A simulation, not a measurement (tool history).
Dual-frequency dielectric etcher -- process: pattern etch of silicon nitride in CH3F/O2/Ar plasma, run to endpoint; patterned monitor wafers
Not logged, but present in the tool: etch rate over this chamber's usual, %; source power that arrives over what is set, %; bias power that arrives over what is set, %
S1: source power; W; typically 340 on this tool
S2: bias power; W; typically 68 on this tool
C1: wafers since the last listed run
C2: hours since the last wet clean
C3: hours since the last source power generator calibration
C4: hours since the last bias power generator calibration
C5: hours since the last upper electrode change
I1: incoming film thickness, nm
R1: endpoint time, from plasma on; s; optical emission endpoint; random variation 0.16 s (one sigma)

run 1 day=0.000 | S1=290 S2=68 | C1=0 C2=125.1 C3=2100.0 C4=1455.7 C5=4146.3 | I1=34.07 | R1=58.4
run 2 day=1.158 | S1=290 S2=68 | C1=255 C2=152.9 C3=2127.8 C4=1483.5 C5=4174.1 | I1=34.31 | R1=58.6
run 3 day=2.438 | S1=290 S2=68 | C1=282 C2=183.6 C3=2158.5 C4=1514.2 C5=4204.8 | I1=33.81 | R1=57.9
run 4 day=3.304 | S1=390 S2=68 | C1=191 C2=204.4 C3=2179.3 C4=1535.0 C5=4225.6 | I1=34.24 | R1=51.0
run 5 day=4.129 | S1=390 S2=68 | C1=182 C2=224.2 C3=2199.1 C4=1554.8 C5=4245.4 | I1=34.56 | R1=50.8
run 6 day=5.146 | S1=340 S2=63 | C1=224 C2=248.6 C3=2223.5 C4=1579.2 C5=4269.8 | I1=34.09 | R1=54.4
run 7 day=6.312 | S1=340 S2=63 | C1=257 C2=276.6 C3=2251.5 C4=1607.2 C5=4297.8 | I1=34.20 | R1=54.3
run 8 day=7.721 | S1=340 S2=63 | C1=310 C2=310.4 C3=2285.3 C4=1641.0 C5=4331.6 | I1=34.09 | R1=54.0
run 9 day=8.821 | S1=400 S2=68 | C1=242 C2=336.8 C3=2311.7 C4=1667.4 C5=4358.0 | I1=34.43 | R1=50.1
run 10 day=10.058 | S1=400 S2=68 | C1=273 C2=366.5 C3=2341.4 C4=1697.1 C5=4387.7 | I1=34.31 | R1=49.6
run 11 day=10.604 | S1=340 S2=54 | C1=120 C2=379.6 C3=2354.5 C4=1710.2 C5=4400.8 | I1=34.07 | R1=55.1
-- day=13.575 wet clean of the chamber
-- day=14.179 source power generator calibrated
run 12 day=14.558 | S1=340 S2=54 | C1=615 C2=23.6 C3=9.1 C4=1805.1 C5=4495.7 | I1=34.24 | R1=57.4
run 13 day=15.950 | S1=340 S2=54 | C1=307 C2=57.0 C3=42.5 C4=1838.5 C5=4529.1 | I1=34.10 | R1=56.8
run 14 day=17.096 | S1=340 S2=68 | C1=252 C2=84.5 C3=70.0 C4=1866.0 C5=4556.6 | I1=34.16 | R1=54.5

What will run 15 give?
-- day=18.279 upper electrode replaced
run 15 day=18.375 | S1=400 S2=58 | C1=61 C2=115.2 C3=100.7 C4=1896.7 C5=2.3 | I1=34.35 | R1=?

{"run 15": {"R1": 52.2}}
On a tool with no hidden condition, and with the same random variation, this run would have come out at R1 52.6 s.
